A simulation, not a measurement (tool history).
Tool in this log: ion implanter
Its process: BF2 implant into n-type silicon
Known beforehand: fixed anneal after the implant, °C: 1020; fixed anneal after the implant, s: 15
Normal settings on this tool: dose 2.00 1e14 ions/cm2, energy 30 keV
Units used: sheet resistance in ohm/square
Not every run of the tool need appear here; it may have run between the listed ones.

run   hour  dose  energy  wafers since the last listed run  hours since the last dose calibration  hours since the extraction supply was calibrated  hours since the gauge calibration  read-back reference wafer on the same gauge, sheet resistance  sheet resistance
  1    0.0  2.00      30                                 0                                  869.3                                            1676.5                              620.8                                                         617.06            519.64
      29.0  -- Faraday cup replaced and dose calibrated
  2  107.7  2.00      30                              2270                                   78.7                                            1784.2                              728.5                                                         615.20            519.50
  3  200.8  2.00      30                              2120                                  171.8                                            1877.3                              821.6                                                         616.84            520.50
  4  303.6  2.00      30                              2340                                  274.6                                            1980.1                              924.4                                                         616.06            520.29
  5  394.8  2.48      30                              2076                                  365.8                                            2071.3                             1015.6                                                         617.11            435.41
  6  476.0  2.48      30                              1849                                  447.0                                            2152.5                             1096.8                                                         616.49            433.86
  7  568.6  2.00      30                              2108                                  539.6                                            2245.1                             1189.4                                                         615.87            521.57
  8  640.1  2.00      30                              1628                                  611.1                                            2316.6                             1260.9                                                         616.00            519.98
     653.3  -- gauge calibrated
  9  706.5  2.00      30                              1512                                  677.5                                            2383.0                               53.2                                                         616.55            520.71
     774.7  -- extraction supply calibrated
 10  908.0  2.00      30                              4406                                  879.0                                             133.3                              254.7                                                         617.17            520.27
     995.8  -- Faraday cup replaced and dose calibrated
 11  996.3  1.76      30                              1828                                    0.5                                             221.6                              343.0                                                         616.29            580.75

Forecast run 12:
 12  1218.4  1.70      30                              5057                                  222.6                                             443.7                              565.1                                                              ?                 ?

{"run 12": {"read-back reference wafer on the same gauge, sheet resistance": 616.38, "sheet resistance": 592.37}}
With no hidden state in the tool, this same run would have given sheet resistance 592.37 ohm/square.
